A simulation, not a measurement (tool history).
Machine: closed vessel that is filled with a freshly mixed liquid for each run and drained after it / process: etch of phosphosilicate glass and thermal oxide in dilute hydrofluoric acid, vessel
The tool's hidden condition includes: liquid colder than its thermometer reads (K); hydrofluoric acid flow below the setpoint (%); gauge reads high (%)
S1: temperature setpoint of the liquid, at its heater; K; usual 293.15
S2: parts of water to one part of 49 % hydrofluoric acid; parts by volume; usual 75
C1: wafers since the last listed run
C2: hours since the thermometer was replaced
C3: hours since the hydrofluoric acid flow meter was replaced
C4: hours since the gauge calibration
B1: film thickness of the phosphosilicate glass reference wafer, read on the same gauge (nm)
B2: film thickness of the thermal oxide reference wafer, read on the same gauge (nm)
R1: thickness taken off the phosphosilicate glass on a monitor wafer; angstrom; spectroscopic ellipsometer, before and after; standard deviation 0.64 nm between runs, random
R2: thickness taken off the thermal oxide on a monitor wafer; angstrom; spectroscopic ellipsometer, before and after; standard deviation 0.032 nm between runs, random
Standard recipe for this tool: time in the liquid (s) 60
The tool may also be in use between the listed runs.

run 1 day=0 | S1=293.15 S2=60 time_in_the_liquid_(s)=60 | C1=0 C2=2180.9 C3=1194 C4=187.7 | B1=149.99 B2=120.016 | R1=1158.4 R2=34.91
run 2 day=1.383 | S1=293.15 S2=60 time_in_the_liquid_(s)=60 | C1=3891 C2=2214.1 C3=1227.2 C4=220.9 | B1=150.01 B2=120.028 | R1=1141.3 R2=34.91
run 3 day=2.879 | S1=293.15 S2=75 time_in_the_liquid_(s)=60 | C1=4207 C2=2250 C3=1263.1 C4=256.8 | B1=150.01 B2=119.983 | R1=896.6 R2=28.14
-- day=3.129 gauge calibrated
run 4 day=4.058 | S1=293.15 S2=75 time_in_the_liquid_(s)=60 | C1=3316 C2=2278.3 C3=1291.4 C4=22.3 | B1=150.01 B2=120.005 | R1=902.1 R2=27.73
run 5 day=4.692 | S1=290.65 S2=75 time_in_the_liquid_(s)=60 | C1=1781 C2=2293.5 C3=1306.6 C4=37.5 | B1=149.98 B2=120.027 | R1=797.7 R2=24.58
run 6 day=5.454 | S1=290.65 S2=75 time_in_the_liquid_(s)=60 | C1=2144 C2=2311.8 C3=1324.9 C4=55.8 | B1=149.99 B2=119.966 | R1=806.4 R2=24.53
run 7 day=6.133 | S1=290.65 S2=75 time_in_the_liquid_(s)=60 | C1=1910 C2=2328.1 C3=1341.2 C4=72.1 | B1=149.99 B2=119.977 | R1=801.8 R2=24.5
run 8 day=6.792 | S1=293.15 S2=75 time_in_the_liquid_(s)=60 | C1=1851 C2=2343.9 C3=1357 C4=87.9 | B1=149.99 B2=120.011 | R1=890.8 R2=27.28
-- day=7.417 hydrofluoric acid flow meter replaced
run 9 day=9.95 | S1=293.15 S2=75 time_in_the_liquid_(s)=60 | C1=8767 C2=2419.7 C3=60.8 C4=163.7 | B1=150 B2=120.059 | R1=1022.7 R2=31.03
run 10 day=11.188 | S1=296.65 S2=75 time_in_the_liquid_(s)=80 | C1=3481 C2=2449.4 C3=90.5 C4=193.4 | B1=149.99 B2=119.984 | R1=1574.2 R2=48.2
run 11 day=12.429 | S1=296.65 S2=115 time_in_the_liquid_(s)=40 | C1=3492 C2=2479.2 C3=120.3 C4=223.2 | B1=150 B2=120.063 | R1=488.2 R2=14.95
-- day=13.179 gauge calibrated
run 12 day=13.471 | S1=293.15 S2=75 time_in_the_liquid_(s)=60 | C1=2930 C2=2504.2 C3=145.3 C4=7 | B1=150 B2=119.987 | R1=1013.2 R2=30.23
run 13 day=14.121 | S1=294.65 S2=75 time_in_the_liquid_(s)=75 | C1=1828 C2=2519.8 C3=160.9 C4=22.6 | B1=150 B2=120.022 | R1=1357.8 R2=41.24
run 14 day=14.975 | S1=293.15 S2=75 time_in_the_liquid_(s)=40 | C1=2402 C2=2540.3 C3=181.4 C4=43.1 | B1=149.98 B2=119.981 | R1=672.8 R2=20.76
run 15 day=15.846 | S1=293.15 S2=105 time_in_the_liquid_(s)=60 | C1=2449 C2=2561.2 C3=202.3 C4=64 | B1=150 B2=120.005 | R1=704.1 R2=21.21

The next listed run, before its measurement:
run 16 day=16.546 | S1=293.15 S2=75 time_in_the_liquid_(s)=60 | C1=1969 C2=2578 C3=219.1 C4=80.8 | B1=? B2=? | R1=? R2=?

Run 16 produced B1 149.99, B2 119.987, R1 1006.9 angstrom, R2 30.81 angstrom.
On a tool with no hidden condition, and with the same random variation, this run would have come out at R1 1039.3 angstrom, R2 31.81 angstrom.
